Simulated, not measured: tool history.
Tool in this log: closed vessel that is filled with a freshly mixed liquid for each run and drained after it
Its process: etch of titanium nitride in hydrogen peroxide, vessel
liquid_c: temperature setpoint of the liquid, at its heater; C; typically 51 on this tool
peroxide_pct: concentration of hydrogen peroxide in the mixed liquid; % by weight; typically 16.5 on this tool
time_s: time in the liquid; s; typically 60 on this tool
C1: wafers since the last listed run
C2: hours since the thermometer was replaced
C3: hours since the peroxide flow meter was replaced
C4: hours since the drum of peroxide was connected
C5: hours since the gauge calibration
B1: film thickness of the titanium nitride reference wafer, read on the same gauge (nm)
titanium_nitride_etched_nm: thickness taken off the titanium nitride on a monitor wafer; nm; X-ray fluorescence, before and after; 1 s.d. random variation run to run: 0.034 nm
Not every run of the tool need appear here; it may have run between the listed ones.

Run 1, hour 0: usual settings; C1 0; C2 1302.6; C3 1367.3; C4 1093.3; C5 38.9; B1 69.979. Result: titanium_nitride_etched_nm 5.394 nm.
Run 2, hour 13.2: usual settings; C1 1599; C2 1315.8; C3 1380.5; C4 1106.5; C5 52.1; B1 70.024. Result: titanium_nitride_etched_nm 5.351 nm.
Run 3, hour 22.3: usual settings; C1 1102; C2 1324.9; C3 1389.6; C4 1115.6; C5 61.2; B1 69.999. Result: titanium_nitride_etched_nm 5.365 nm.
Run 4, hour 37.2: usual settings; C1 1805; C2 1339.8; C3 1404.5; C4 1130.5; C5 76.1; B1 70.005. Result: titanium_nitride_etched_nm 5.452 nm.
Run 5, hour 79.3: usual settings; C1 5101; C2 1381.9; C3 1446.6; C4 1172.6; C5 118.2; B1 69.996. Result: titanium_nitride_etched_nm 5.436 nm.
At hour 88.6: peroxide flow meter replaced.
Run 6, hour 89.1: usual settings; C1 1066; C2 1391.7; C3 0.5; C4 1182.4; C5 128; B1 70.008. Result: titanium_nitride_etched_nm 5.444 nm.
Run 7, hour 102.1: usual settings but liquid_c 54.5 C, peroxide_pct 14.5 % by weight, time_s 50 s; C1 1575; C2 1404.7; C3 13.5; C4 1195.4; C5 141; B1 70.001. Result: titanium_nitride_etched_nm 5.698 nm.
Run 8, hour 108.3: usual settings but time_s 80 s; C1 751; C2 1410.9; C3 19.7; C4 1201.6; C5 147.2; B1 70.011. Result: titanium_nitride_etched_nm 7.268 nm.
Run 9, hour 125.3: usual settings but liquid_c 41 C, peroxide_pct 13 % by weight, time_s 35 s; C1 2059; C2 1427.9; C3 36.7; C4 1218.6; C5 164.2; B1 70.003. Result: titanium_nitride_etched_nm 1.448 nm.
Run 10, hour 137.9: usual settings but peroxide_pct 19 % by weight; C1 1526; C2 1440.5; C3 49.3; C4 1231.2; C5 176.8; B1 70.018. Result: titanium_nitride_etched_nm 5.643 nm.
At hour 143.4: new drum of peroxide connected.
Run 11, hour 155.1: usual settings but liquid_c 54 C; C1 1963; C2 1457.7; C3 66.5; C4 11.7; C5 194; B1 70.011. Result: titanium_nitride_etched_nm 6.699 nm.
Run 12, hour 195.8: usual settings but liquid_c 44.5 C; C1 4931; C2 1498.4; C3 107.2; C4 52.4; C5 234.7; B1 69.992. Result: titanium_nitride_etched_nm 3.427 nm.
Run 13, hour 202.1: usual settings but liquid_c 47 C, peroxide_pct 14.5 % by weight, time_s 50 s; C1 763; C2 1504.7; C3 113.5; C4 58.7; C5 241; B1 70.002. Result: titanium_nitride_etched_nm 3.299 nm.
Run 14, hour 212.1: usual settings but peroxide_pct 12 % by weight; C1 1211; C2 1514.7; C3 123.5; C4 68.7; C5 251; B1 70.007. Result: titanium_nitride_etched_nm 5.096 nm.
Run 15, hour 227.9: usual settings; C1 1914; C2 1530.5; C3 139.3; C4 84.5; C5 266.8; B1 70.001. Result: titanium_nitride_etched_nm 5.534 nm.
At hour 231.5: thermometer replaced.
Run 16, hour 241.8: usual settings but liquid_c 54 C, peroxide_pct 18.5 % by weight; C1 1563; C2 10.3; C3 153.2; C4 98.4; C5 280.7; B1 70.024. Result: titanium_nitride_etched_nm 6.097 nm.
Run 17, hour 249.3: usual settings but time_s 40 s; C1 908; C2 17.8; C3 160.7; C4 105.9; C5 288.2; B1 69.974. Result: titanium_nitride_etched_nm 3.209 nm.
Run 18, hour 264: usual settings but liquid_c 57.5 C, peroxide_pct 20.5 % by weight, time_s 70 s; C1 1781; C2 32.5; C3 175.4; C4 120.6; C5 302.9; B1 70.01. Result: titanium_nitride_etched_nm 9.244 nm.
At hour 265.7: gauge calibrated.
Run 19, hour 311.5: usual settings but liquid_c 58.5 C, time_s 50 s; C1 5755; C2 80; C3 222.9; C4 168.1; C5 45.8; B1 69.982. Result: titanium_nitride_etched_nm 6.87 nm.
Run 20, hour 327.9: usual settings but liquid_c 44.5 C, peroxide_pct 14 % by weight; C1 1987; C2 96.4; C3 239.3; C4 184.5; C5 62.2; B1 69.989. Result: titanium_nitride_etched_nm 2.896 nm.
Run 21, hour 334.4: usual settings but liquid_c 43.5 C, peroxide_pct 14.5 % by weight, time_s 80 s; C1 787; C2 102.9; C3 245.8; C4 191; C5 68.7; B1 70.002. Result: titanium_nitride_etched_nm 3.612 nm.
Run 22, hour 344.9: usual settings but liquid_c 46.5 C, peroxide_pct 14.5 % by weight, time_s 45 s; C1 1272; C2 113.4; C3 256.3; C4 201.5; C5 79.2; B1 69.997. Result: titanium_nitride_etched_nm 2.571 nm.
Run 23, hour 370.9: usual settings but liquid_c 58.5 C, peroxide_pct 12 % by weight, time_s 80 s; C1 3150; C2 139.4; C3 282.3; C4 227.5; C5 105.2; B1 70.018. Result: titanium_nitride_etched_nm 10.147 nm.
Run 24, hour 383.2: usual settings but liquid_c 54.5 C, peroxide_pct 14.5 % by weight, time_s 50 s; C1 1490; C2 151.7; C3 294.6; C4 239.8; C5 117.5; B1 70.012. Result: titanium_nitride_etched_nm 5.009 nm.
Run 25, hour 391.4: usual settings but liquid_c 42 C, time_s 35 s; C1 993; C2 159.9; C3 302.8; C4 248; C5 125.7; B1 70.015. Result: titanium_nitride_etched_nm 1.473 nm.
Run 26, hour 403.8: usual settings; C1 1502; C2 172.3; C3 315.2; C4 260.4; C5 138.1; B1 70.014. Result: titanium_nitride_etched_nm 4.856 nm.
Run 27, hour 419.6: usual settings; C1 1914; C2 188.1; C3 331; C4 276.2; C5 153.9; B1 69.999. Result: titanium_nitride_etched_nm 4.916 nm.
Run 28, hour 425.9: usual settings but liquid_c 56 C, peroxide_pct 18 % by weight, time_s 95 s; C1 763; C2 194.4; C3 337.3; C4 282.5; C5 160.2; B1 69.993. Result: titanium_nitride_etched_nm 11.26 nm.

Results per run with the tool's hidden condition removed, run-to-run variation unchanged:
What the log doesn't record here: liquid hotter than its thermometer reads (K); peroxide flow below the setpoint (%); peroxide weaker than its label (%); gauge reads high (%).
run  titanium_nitride_etched_nm
  1                       4.788
  2                       4.746
  3                       4.755
  4                       4.825
  5                       4.798
  6                       4.801
  7                       5.031
  8                       6.396
  9                       1.263
 10                       4.956
 11                       5.889
 12                        2.98
 13                       2.873
 14                        4.45
 15                       4.825
 16                       6.054
 17                       3.183
 18                       9.161
 19                       6.786
 20                       2.853
 21                       3.556
 22                        2.53
 23                       9.975
 24                       4.919
 25                       1.443
 26                       4.759
 27                       4.811
 28                       11.02
